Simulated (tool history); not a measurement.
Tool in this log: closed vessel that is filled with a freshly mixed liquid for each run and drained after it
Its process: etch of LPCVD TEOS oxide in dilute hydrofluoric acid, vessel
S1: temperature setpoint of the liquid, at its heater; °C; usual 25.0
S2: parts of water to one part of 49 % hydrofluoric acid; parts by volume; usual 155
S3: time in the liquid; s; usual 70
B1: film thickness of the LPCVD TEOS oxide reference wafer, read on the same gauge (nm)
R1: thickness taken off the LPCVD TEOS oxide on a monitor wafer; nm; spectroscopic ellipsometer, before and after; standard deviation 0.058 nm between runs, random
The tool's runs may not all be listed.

run	hour	S1	S2	S3	B1	R1
1	0.0	25.0	155	70	120.00	13.37
2	23.0	25.0	180	70	120.00	11.00
3	55.8	25.0	180	70	120.00	11.10
4	70.1	25.0	90	45	119.99	15.95
5	83.3	25.0	90	45	119.99	15.91
6	99.6	26.5	110	70	120.03	20.72
7	117.4	25.0	155	95	120.01	17.85
# hour 150.9: thermometer replaced
8	151.9	29.0	185	70	120.01	12.22
9	184.9	21.0	155	45	119.98	7.27
# hour 189.2: gauge calibrated
10	200.8	20.5	155	80	120.00	12.67
# hour 209.0: hydrofluoric acid flow meter replaced
11	223.1	20.0	100	90	119.99	26.06
12	249.5	21.0	155	90	119.96	16.40
13	274.8	25.0	180	70	119.99	12.43
14	292.3	25.0	155	70	120.00	14.97

Run by run, hidden condition taken away, random variation retained:
What the log doesn't record here: liquid colder than its thermometer reads (K); hydrofluoric acid flow below the setpoint (%); gauge reads high (%).
run	R1
1	15.26
2	12.61
3	12.75
4	18.16
5	18.13
6	23.70
7	20.54
8	14.18
9	8.39
10	14.63
11	26.42
12	16.67
13	12.66
14	15.25
